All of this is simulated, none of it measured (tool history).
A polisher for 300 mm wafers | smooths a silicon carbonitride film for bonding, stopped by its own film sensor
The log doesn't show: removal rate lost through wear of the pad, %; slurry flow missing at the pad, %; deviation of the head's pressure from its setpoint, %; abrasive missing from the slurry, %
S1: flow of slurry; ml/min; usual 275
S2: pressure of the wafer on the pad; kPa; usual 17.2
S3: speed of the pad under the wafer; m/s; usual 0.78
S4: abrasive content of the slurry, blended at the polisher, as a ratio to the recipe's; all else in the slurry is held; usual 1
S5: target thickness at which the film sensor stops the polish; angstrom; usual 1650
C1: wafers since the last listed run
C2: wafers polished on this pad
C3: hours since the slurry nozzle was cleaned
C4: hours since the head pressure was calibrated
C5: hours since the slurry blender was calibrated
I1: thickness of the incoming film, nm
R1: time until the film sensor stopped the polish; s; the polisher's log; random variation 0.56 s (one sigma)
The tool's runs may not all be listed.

| run | hour | S1 | S2 | S3 | S4 | S5 | C1 | C2 | C3 | C4 | C5 | I1 | R1 |
|---|---|---|---|---|---|---|---|---|---|---|---|---|---|
| 1 | 0 | 275 | 17.2 | 0.86 | 1 | 1650 | 0 | 1934 | 399.4 | 54.2 | 476.2 | 180.9 | 62.3 |
|  | 48.7 | slurry blender recalibrated |
| 2 | 68.6 | 275 | 17.2 | 0.86 | 1 | 1650 | 922 | 2857 | 468 | 122.8 | 19.9 | 181.6 | 62 |
| 3 | 196.5 | 275 | 17.2 | 0.86 | 1 | 1650 | 1771 | 4628 | 595.9 | 250.7 | 147.8 | 182.2 | 62.6 |
| 4 | 277.4 | 235 | 17.2 | 0.78 | 1 | 1650 | 1120 | 5749 | 676.8 | 331.6 | 228.7 | 177 | 47.1 |
|  | 293.8 | slurry nozzle cleaned |
| 5 | 337.3 | 235 | 17.2 | 0.78 | 1 | 1650 | 815 | 6564 | 43.5 | 391.5 | 288.6 | 176.5 | 45.6 |
|  | 348.1 | worn pad replaced by a new one |
| 6 | 440.9 | 235 | 17.2 | 0.78 | 1 | 1650 | 1379 | 1285 | 147.1 | 495.1 | 392.2 | 182.3 | 69.6 |
| 7 | 513.9 | 275 | 17.2 | 0.78 | 1 | 1650 | 1011 | 2296 | 220.1 | 568.1 | 465.2 | 181.4 | 65.5 |
| 8 | 576.6 | 275 | 17.2 | 0.78 | 1 | 1650 | 868 | 3164 | 282.8 | 630.8 | 527.9 | 182.4 | 70.1 |
|  | 622.3 | slurry blender recalibrated |
|  | 635.1 | head pressure recalibrated |
| 9 | 635.6 | 275 | 17.2 | 0.78 | 1 | 1650 | 761 | 3926 | 341.8 | 0.5 | 13.3 | 181.4 | 69.3 |
| 10 | 714.2 | 275 | 17.2 | 0.78 | 1 | 1650 | 1088 | 5014 | 420.4 | 79.1 | 91.9 | 183.4 | 76.1 |
| 11 | 764.9 | 275 | 13.8 | 0.78 | 1 | 1650 | 702 | 5717 | 471.1 | 129.8 | 142.6 | 178.7 | 66 |
|  | 868.1 | worn pad replaced by a new one |
| 12 | 881.5 | 275 | 17.2 | 0.54 | 1 | 1650 | 1559 | 185 | 587.7 | 246.4 | 259.2 | 180.3 | 81.7 |
| 13 | 921.9 | 275 | 17.2 | 0.78 | 1 | 1650 | 559 | 744 | 628.1 | 286.8 | 299.6 | 181.4 | 64.6 |
|  | 1011 | slurry nozzle cleaned |
| 14 | 1015 | 275 | 17.2 | 0.78 | 1 | 1650 | 1275 | 2020 | 4 | 379.9 | 392.7 | 183.6 | 74.6 |
| 15 | 1119.7 | 275 | 17.2 | 0.78 | 1 | 1650 | 1450 | 3470 | 108.7 | 484.6 | 497.4 | 182.2 | 69.9 |
|  | 1125.6 | slurry blender recalibrated |
| 16 | 1173.2 | 275 | 17.2 | 0.78 | 1.1 | 1690 | 713 | 4183 | 162.2 | 538.1 | 47.6 | 179.7 | 40.1 |
| 17 | 1246.5 | 275 | 17.2 | 0.78 | 1 | 1680 | 1015 | 5198 | 235.5 | 611.4 | 120.9 | 177.5 | 37.3 |
|  | 1283.2 | head pressure recalibrated |
| 18 | 1294.9 | 275 | 17.2 | 0.78 | 1 | 1680 | 642 | 5841 | 283.9 | 11.7 | 169.3 | 183.5 | 65.2 |
| 19 | 1365.1 | 275 | 18.6 | 0.5 | 1.1 | 1700 | 972 | 6813 | 354.1 | 81.9 | 239.5 | 178.7 | 45.5 |
| 20 | 1430.7 | 275 | 11 | 0.78 | 1 | 1680 | 908 | 7722 | 419.7 | 147.5 | 305.1 | 180.5 | 70.9 |
|  | 1483.6 | worn pad replaced by a new one |
| 21 | 1523.7 | 210 | 14.5 | 0.58 | 1.1 | 1650 | 1232 | 555 | 512.7 | 240.5 | 398.1 | 177.5 | 71.7 |
| 22 | 1607.7 | 275 | 22.8 | 0.66 | 1 | 1650 | 1163 | 1719 | 596.7 | 324.5 | 482.1 | 177.9 | 48.7 |
| 23 | 1685.5 | 275 | 17.2 | 0.78 | 1 | 1700 | 1077 | 2796 | 674.5 | 402.3 | 559.9 | 179.8 | 40.4 |

Forecast run 24:
|  | 1724.5 | slurry nozzle cleaned |
| 24 | 1740.8 | 275 | 11 | 0.78 | 1 | 1680 | 752 | 3548 | 16.3 | 457.6 | 615.2 | 181.2 | ? |

{"run 24": {"R1": 79.6}}
Without the tool's hidden state the same run would have given R1 78.4 s.

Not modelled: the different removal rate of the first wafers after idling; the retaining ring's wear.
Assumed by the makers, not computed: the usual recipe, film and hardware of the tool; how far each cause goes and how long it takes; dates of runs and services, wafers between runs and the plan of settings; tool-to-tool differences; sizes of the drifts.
